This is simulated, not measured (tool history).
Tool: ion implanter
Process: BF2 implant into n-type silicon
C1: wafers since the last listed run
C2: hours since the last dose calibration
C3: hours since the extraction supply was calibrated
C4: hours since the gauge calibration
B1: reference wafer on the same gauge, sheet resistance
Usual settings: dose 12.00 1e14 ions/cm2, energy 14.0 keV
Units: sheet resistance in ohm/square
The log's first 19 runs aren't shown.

Run 20, hour 1118.4: usual settings but dose 9.05 1e14 ions/cm2; C1 407; C2 553.6; C3 1705.9; C4 358.6; B1 164.01. Result: sheet resistance 173.54 ohm/square.
Run 21, hour 1146.4: usual settings but energy 11.5 keV; C1 335; C2 581.6; C3 1733.9; C4 386.6; B1 164.10. Result: sheet resistance 157.73 ohm/square.
Run 22, hour 1173.0: usual settings but dose 10.05 1e14 ions/cm2; C1 318; C2 608.2; C3 1760.5; C4 413.2; B1 164.12. Result: sheet resistance 164.25 ohm/square.
Run 23, hour 1233.3: usual settings but dose 13.78 1e14 ions/cm2, energy 10.5 keV; C1 722; C2 668.5; C3 1820.8; C4 473.5; B1 164.02. Result: sheet resistance 152.50 ohm/square.
Run 24, hour 1276.3: usual settings; C1 515; C2 711.5; C3 1863.8; C4 516.5; B1 163.85. Result: sheet resistance 150.60 ohm/square.
Run 25, hour 1331.6: usual settings but energy 10.0 keV; C1 662; C2 766.8; C3 1919.1; C4 571.8; B1 163.99. Result: sheet resistance 163.46 ohm/square.
At hour 1390.6: Faraday cup replaced and dose calibrated.
Run 26, hour 1395.5: usual settings; C1 669; C2 4.9; C3 1983.0; C4 635.7; B1 163.91. Result: sheet resistance 149.10 ohm/square.
Run 27, hour 1452.3: usual settings but dose 13.68 1e14 ions/cm2, energy 11.5 keV; C1 680; C2 61.7; C3 2039.8; C4 692.5; B1 163.93. Result: sheet resistance 148.72 ohm/square.
Run 28, hour 1496.9: usual settings but dose 14.07 1e14 ions/cm2, energy 16.0 keV; C1 534; C2 106.3; C3 2084.4; C4 737.1; B1 163.71. Result: sheet resistance 134.16 ohm/square.
At hour 1540.0: extraction supply calibrated.
Run 29, hour 1561.9: usual settings; C1 683; C2 171.3; C3 21.9; C4 802.1; B1 164.03. Result: sheet resistance 149.75 ohm/square.
Run 30, hour 1595.0: usual settings but dose 13.68 1e14 ions/cm2, energy 11.5 keV; C1 396; C2 204.4; C3 55.0; C4 835.2; B1 163.92. Result: sheet resistance 149.52 ohm/square.
Run 31, hour 1665.4: usual settings; C1 843; C2 274.8; C3 125.4; C4 905.6; B1 163.96. Result: sheet resistance 150.00 ohm/square.
Run 32, hour 1802.6: usual settings; C1 1644; C2 412.0; C3 262.6; C4 1042.8; B1 163.75. Result: sheet resistance 150.45 ohm/square.
Run 33, hour 1894.5: usual settings but dose 10.62 1e14 ions/cm2, energy 11.0 keV; C1 1101; C2 503.9; C3 354.5; C4 1134.7; B1 164.16. Result: sheet resistance 169.62 ohm/square.
Run 34, hour 1951.7: usual settings; C1 685; C2 561.1; C3 411.7; C4 1191.9; B1 164.03. Result: sheet resistance 151.26 ohm/square.
Run 35, hour 1985.1: usual settings but dose 14.01 1e14 ions/cm2, energy 11.5 keV; C1 400; C2 594.5; C3 445.1; C4 1225.3; B1 163.66. Result: sheet resistance 149.59 ohm/square.
Run 36, hour 2021.0: usual settings but dose 10.92 1e14 ions/cm2, energy 18.5 keV; C1 430; C2 630.4; C3 481.0; C4 1261.2; B1 163.96. Result: sheet resistance 147.54 ohm/square.

5 ways to go on from here, each from the tool as it stands after run 36. What would each give?
Run A, hour 2021.4: usual settings; C1 4; C2 630.8; C3 481.4; C4 1261.6; B1 ?. Result: sheet resistance ?.
Run B, hour 2021.4: usual settings but energy 9.0 keV; C1 4; C2 630.8; C3 481.4; C4 1261.6; B1 ?. Result: sheet resistance ?.
Run C, hour 2021.4: usual settings but dose 13.93 1e14 ions/cm2, energy 10.0 keV; C1 4; C2 630.8; C3 481.4; C4 1261.6; B1 ?. Result: sheet resistance ?.
Run D, hour 2021.4: usual settings but dose 10.69 1e14 ions/cm2, energy 12.5 keV; C1 4; C2 630.8; C3 481.4; C4 1261.6; B1 ?. Result: sheet resistance ?.
Run E, hour 2021.4: usual settings but dose 10.05 1e14 ions/cm2, energy 16.0 keV; C1 4; C2 630.8; C3 481.4; C4 1261.6; B1 ?. Result: sheet resistance ?.

run      B1  sheet resistance
  A  164.08            151.77
  B  164.08            168.18
  C  164.08            154.73
  D  164.08            164.64
  E  164.08            160.37
Without the tool's hidden state the same runs would have given:
run  sheet resistance
  A            148.49
  B            164.49
  C            151.98
  D            160.61
  E            156.01

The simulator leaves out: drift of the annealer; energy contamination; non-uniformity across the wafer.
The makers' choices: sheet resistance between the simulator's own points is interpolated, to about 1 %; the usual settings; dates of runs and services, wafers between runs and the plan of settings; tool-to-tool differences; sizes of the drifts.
